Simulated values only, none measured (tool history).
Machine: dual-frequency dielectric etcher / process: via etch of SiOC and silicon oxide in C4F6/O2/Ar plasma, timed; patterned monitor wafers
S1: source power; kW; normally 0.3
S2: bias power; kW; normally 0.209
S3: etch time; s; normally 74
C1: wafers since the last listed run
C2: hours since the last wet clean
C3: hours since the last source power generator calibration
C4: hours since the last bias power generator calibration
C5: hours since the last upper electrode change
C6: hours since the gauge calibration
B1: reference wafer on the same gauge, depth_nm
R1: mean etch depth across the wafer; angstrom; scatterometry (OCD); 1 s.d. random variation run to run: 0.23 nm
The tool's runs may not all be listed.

run    day    S1     S2  S3   C1     C2      C3      C4      C5     C6    B1   R1
  1      0  0.33  0.209  74    0  279.7  2412.2  2292.9  4569.3   71.3  73.7  756
  2  0.321   0.3  0.209  74   67  287.4  2419.9  2300.6    4577     79  73.7  727
  3  0.617   0.3  0.209  74   62  294.5    2427  2307.7  4584.1   86.1  73.6  736
  4  1.154   0.3  0.209  74  112  307.4  2439.9  2320.6    4597     99  73.7  730
  5  1.675   0.3  0.209  74  109  319.9  2452.4  2333.1  4609.5  111.5  73.6  727
  6  2.154   0.3  0.209  74  100  331.4  2463.9  2344.6    4621    123  73.6  731
  7  2.517   0.3  0.209  74   76  340.1  2472.6  2353.3  4629.7  131.7  73.7  727
     3.154  -- bias power generator calibrated
  8  3.208   0.3  0.209  74  110  356.7  2489.2     1.3  4646.3  148.3  73.7  727
  9  3.833   0.3  0.209  74  131  371.7  2504.2    16.3  4661.3  163.3  73.7  724
     3.946  -- gauge calibrated
 10  4.525  0.34  0.209  87  145  388.3  2520.8    32.9  4677.9   13.9  73.8  891
     5.938  -- upper electrode replaced, of another model than before
     6.142  -- wet clean of the chamber
     6.229  -- source power generator calibrated
 11   6.25  0.22  0.161  84   91    2.6     0.5    74.3     7.5   55.3  73.6  746
 12  6.262  0.34  0.209  87    2    2.9     0.8    74.6     7.8   55.6  73.7  923
 13  6.304   0.3  0.248  74    8    3.9     1.8    75.6     8.8   56.6  73.7  790

What will run 14 give?
 14  6.758  0.3  0.209  74  95  14.8  12.7  86.5  19.7  67.5   ?   ?

{"run 14": {"B1": 73.7, "R1": 759}}
The same run, on a tool lacking any hidden state, would have yielded R1 764 angstrom.
